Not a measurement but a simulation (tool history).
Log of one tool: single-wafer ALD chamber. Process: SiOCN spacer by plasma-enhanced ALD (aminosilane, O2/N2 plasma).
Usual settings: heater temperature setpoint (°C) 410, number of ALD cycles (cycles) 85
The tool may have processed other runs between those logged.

run,hour,heater temperature setpoint (°C),number of ALD cycles (cycles),wafers since the last listed run,hours since the last thermocouple change,hours since the gauge calibration,"read-back reference wafer on the same gauge, thickness_nm",mean film thickness on the monitor wafer (angstrom)
1,0.0,410,85,0,918.9,699.1,4.009,49.93
2,88.9,410,85,369,1007.8,788.0,4.010,50.15
3,140.7,410,85,215,1059.6,839.8,4.009,50.32
4,242.8,410,85,424,1161.7,941.9,4.011,49.91
5,315.3,410,96,301,1234.2,1014.4,4.009,56.36
6,418.1,410,96,426,1337.0,1117.2,4.010,56.69
7,639.3,410,96,918,1558.2,1338.4,4.012,56.80
8,741.0,410,85,422,1659.9,1440.1,4.013,49.92
9,811.2,410,85,291,1730.1,1510.3,4.010,50.06
# hour 851.5: gauge calibrated
10,876.0,410,85,269,1794.9,24.5,4.009,50.23
11,913.9,410,85,157,1832.8,62.4,4.009,50.29
12,1020.6,410,85,443,1939.5,169.1,4.008,50.36
13,1088.9,410,85,283,2007.8,237.4,4.010,50.08
# hour 1157.6: thermocouple changed; heater temperature recalibrated
14,1177.3,410,85,333,19.7,325.8,4.009,49.49
15,1226.2,410,85,203,68.6,374.7,4.011,49.77
16,1279.3,410,77,220,121.7,427.8,4.007,45.13
17,1347.0,410,77,281,189.4,495.5,4.011,45.19
18,1408.2,421,85,254,250.6,556.7,4.014,47.89
19,1476.1,424,73,281,318.5,624.6,4.012,40.77
20,1570.5,410,85,392,412.9,719.0,4.011,49.77
21,1665.6,410,85,394,508.0,814.1,4.011,49.65
22,1723.9,405,90,242,566.3,872.4,4.010,53.80
23,1824.8,410,85,419,667.2,973.3,4.009,49.75
24,1918.0,410,85,387,760.4,1066.5,4.009,50.23
25,2007.0,410,98,369,849.4,1155.5,4.011,57.40
26,2076.2,423,70,287,918.6,1224.7,4.009,39.45
27,2151.7,410,85,313,994.1,1300.2,4.010,50.19
28,2252.9,420,95,420,1095.3,1401.4,4.009,54.01
29,2297.3,422,81,184,1139.7,1445.8,4.011,45.88
30,2339.4,399,96,174,1181.8,1487.9,4.011,57.84
31,2398.6,414,96,245,1241.0,1547.1,4.009,55.69
32,2455.8,414,75,237,1298.2,1604.3,4.010,43.58
# hour 2463.1: gauge calibrated
33,2533.1,416,79,321,1375.5,70.0,4.010,45.53
34,2625.7,402,99,384,1468.1,162.6,4.013,59.63

Below are 4 alternative next runs, each starting from the tool's condition after run 34. Predict each:
A,2626.3,424,85,2,1468.7,163.2,?,?
B,2626.3,424,100,2,1468.7,163.2,?,?
C,2626.3,405,77,2,1468.7,163.2,?,?
D,2626.3,410,76,2,1468.7,163.2,?,?

run,"read-back reference wafer on the same gauge, thickness_nm",mean film thickness on the monitor wafer (angstrom)
A,4.010,47.75
B,4.010,56.18
C,4.010,46.04
D,4.010,44.72
Take away the tool's hidden state, keep each run's random variation, and the runs would have read:
run,mean film thickness on the monitor wafer (angstrom)
A,47.32
B,55.67
C,45.65
D,44.33
